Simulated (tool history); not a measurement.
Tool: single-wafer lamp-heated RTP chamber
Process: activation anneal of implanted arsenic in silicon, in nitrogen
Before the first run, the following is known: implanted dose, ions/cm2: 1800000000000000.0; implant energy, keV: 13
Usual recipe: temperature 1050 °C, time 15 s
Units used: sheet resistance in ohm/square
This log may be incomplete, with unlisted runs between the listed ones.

run	hour	temperature	time	wafers since the last listed run	wafers since the last pyrometer calibration	wafers since the reflector plate was cleaned	hours since the gauge calibration	read-back reference wafer on the same gauge, sheet resistance	sheet resistance
1	0	1050	10	0	872	398	3312.7	98.09	107.58
2	61.5	1050	15	985	1857	1384	3374.2	98.05	98.57
3	155.7	1050	15	1508	3366	2892	3468.4	98.13	97.46
4	193.2	1050	15	600	3967	3493	3505.9	98.07	97.53
5	273.4	1050	15	1284	5251	4778	3586.1	98.14	97.63
6	346.1	1034	9	1164	6416	5942	3658.8	98.11	117.82
7	427.7	1034	9	1307	7723	7249	3740.4	98.14	117.68
8	506.6	1050	15	1263	8987	8513	3819.3	98.07	96.93
9	568.1	1050	15	985	9972	9498	3880.8	98.13	96.08
# hour 580.4: gauge calibrated
# hour 615.2: reflector plate cleaned
10	615.7	1050	15	634	10606	8	35.3	98.13	95.25
# hour 677.2: pyrometer window cleaned and pyrometer calibrated
11	677.7	1050	15	864	7	873	97.3	98.2	98.33
12	756.3	1050	15	1259	1266	2132	175.9	98.14	98.46
13	853.4	1050	7	1555	2821	3688	273	98.03	114.97
14	908.4	1050	20	881	3702	4569	328	98.08	92.09
15	1016.4	1071	15	1729	5432	6299	436	98.07	87.35
16	1106.5	1021	11	1443	6876	7742	526.1	98.11	120.98
17	1167.2	1050	15	972	7848	8714	586.8	98.05	96.43
18	1223.2	1022	19	897	8745	9611	642.8	98.1	106.85
# hour 1254.9: reflector plate cleaned
19	1326.1	1076	13	1520	10265	1140	745.7	98.15	86.09
20	1389.9	1050	15	1021	11287	2162	809.5	98.17	94.55
# hour 1451.2: pyrometer window cleaned and pyrometer calibrated
21	1476.1	1050	20	1252	398	3414	895.7	98.18	93.19
22	1526.9	1062	20	813	1212	4228	946.5	98.05	86.99
23	1632.6	1075	9	1693	2905	5921	1052.2	98.09	96.54
24	1683.6	1028	12	816	3722	6738	1103.2	98.02	116.29
25	1790.2	1072	20	1707	5430	8446	1209.8	98.14	81.81
26	1851.5	1050	24	981	6411	9427	1271.1	98.08	87.47
27	1918	1031	23	1065	7477	10493	1337.6	98.07	97.62
# hour 1952.3: reflector plate cleaned
28	1987.1	1050	6	978	8455	557	1406.7	98.03	116.19
# hour 2166.1: pyrometer window cleaned and pyrometer calibrated
29	2205.5	1033	12	3370	630	3928	1625.1	98.09	113.8
30	2277.4	1035	15	1151	1782	5079	1697	98.05	107.1
31	2336.5	1059	6	946	2728	6026	1756.1	98.11	112.57
32	2392	1050	15	889	3617	6915	1811.6	98	98.09
33	2468.3	1060	15	1222	4839	8137	1887.9	98.12	93.11
# hour 2568.5: reflector plate cleaned
34	2723.5	1030	22	3959	8799	2483	2143.1	98.08	99.3
# hour 2775.7: pyrometer window cleaned and pyrometer calibrated
35	2795.4	1050	15	1023	314	3507	2215	98.14	98.79

Forecast each of these 5 alternatives for the next run:
A	2795.8	1050	21	6	321	3513	2215.4	?	?
B	2795.8	1026	7	6	321	3513	2215.4	?	?
C	2795.8	1034	22	6	321	3513	2215.4	?	?
D	2795.8	1040	15	6	321	3513	2215.4	?	?
E	2795.8	1080	18	6	321	3513	2215.4	?	?

run	read-back reference wafer on the same gauge, sheet resistance	sheet resistance
A	98.06	91.61
B	98.06	130.82
C	98.06	99.22
D	98.06	104.23
E	98.06	81.16
Take away the tool's hidden state, keep each run's random variation, and the runs would have read:
run	sheet resistance
A	91.87
B	131.16
C	99.52
D	104.53
E	81.36
